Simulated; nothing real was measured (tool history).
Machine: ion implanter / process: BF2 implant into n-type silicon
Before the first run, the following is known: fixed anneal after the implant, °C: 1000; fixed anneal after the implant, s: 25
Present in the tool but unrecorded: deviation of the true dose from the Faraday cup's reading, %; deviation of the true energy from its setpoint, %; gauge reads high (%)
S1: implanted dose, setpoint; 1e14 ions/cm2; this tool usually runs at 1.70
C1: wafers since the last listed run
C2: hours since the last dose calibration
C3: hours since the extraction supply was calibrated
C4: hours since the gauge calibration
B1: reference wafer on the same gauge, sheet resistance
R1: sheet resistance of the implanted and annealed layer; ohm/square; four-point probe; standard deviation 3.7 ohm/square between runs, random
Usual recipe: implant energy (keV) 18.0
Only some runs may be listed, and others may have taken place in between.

run 1 hour=0.0 | S1=1.70 implant_energy_(keV)=18.0 | C1=0 C2=2196.5 C3=2910.1 C4=402.9 | B1=729.12 | R1=648.01
run 2 hour=32.7 | S1=1.38 implant_energy_(keV)=18.0 | C1=560 C2=2229.2 C3=2942.8 C4=435.6 | B1=729.37 | R1=772.71
run 3 hour=51.3 | S1=1.38 implant_energy_(keV)=18.0 | C1=318 C2=2247.8 C3=2961.4 C4=454.2 | B1=728.24 | R1=764.93
run 4 hour=73.3 | S1=1.70 implant_energy_(keV)=18.0 | C1=376 C2=2269.8 C3=2983.4 C4=476.2 | B1=727.76 | R1=642.17
run 5 hour=87.0 | S1=1.70 implant_energy_(keV)=18.0 | C1=234 C2=2283.5 C3=2997.1 C4=489.9 | B1=727.84 | R1=640.99
-- hour=102.0 gauge calibrated
run 6 hour=118.0 | S1=1.70 implant_energy_(keV)=18.0 | C1=530 C2=2314.5 C3=3028.1 C4=16.0 | B1=742.21 | R1=654.64
run 7 hour=150.9 | S1=1.70 implant_energy_(keV)=18.0 | C1=563 C2=2347.4 C3=3061.0 C4=48.9 | B1=741.71 | R1=653.89
run 8 hour=229.8 | S1=1.60 implant_energy_(keV)=15.5 | C1=1351 C2=2426.3 C3=3139.9 C4=127.8 | B1=738.72 | R1=694.66
run 9 hour=265.7 | S1=1.60 implant_energy_(keV)=15.5 | C1=614 C2=2462.2 C3=3175.8 C4=163.7 | B1=737.09 | R1=697.95
-- hour=275.3 extraction supply calibrated
run 10 hour=280.4 | S1=1.60 implant_energy_(keV)=15.5 | C1=114 C2=2476.9 C3=5.1 C4=178.4 | B1=737.36 | R1=693.22
run 11 hour=312.5 | S1=1.70 implant_energy_(keV)=18.0 | C1=549 C2=2509.0 C3=37.2 C4=210.5 | B1=734.95 | R1=649.99
run 12 hour=328.2 | S1=1.70 implant_energy_(keV)=18.0 | C1=268 C2=2524.7 C3=52.9 C4=226.2 | B1=735.88 | R1=646.41
run 13 hour=420.0 | S1=1.70 implant_energy_(keV)=18.0 | C1=1572 C2=2616.5 C3=144.7 C4=318.0 | B1=733.77 | R1=648.22
run 14 hour=453.5 | S1=1.70 implant_energy_(keV)=18.0 | C1=573 C2=2650.0 C3=178.2 C4=351.5 | B1=732.16 | R1=644.00
-- hour=465.2 Faraday cup replaced and dose calibrated
run 15 hour=477.3 | S1=1.70 implant_energy_(keV)=18.0 | C1=270 C2=12.1 C3=202.0 C4=375.3 | B1=731.72 | R1=643.53

Estimate the outcome of run 16 from the log above:
run 16 hour=495.9 | S1=1.70 implant_energy_(keV)=18.0 | C1=318 C2=30.7 C3=220.6 C4=393.9 | B1=? | R1=?

{"run 16": {"B1": 731.38, "R1": 639.26}}
Had the tool carried no hidden state, the very same run would have given R1 648.86 ohm/square.
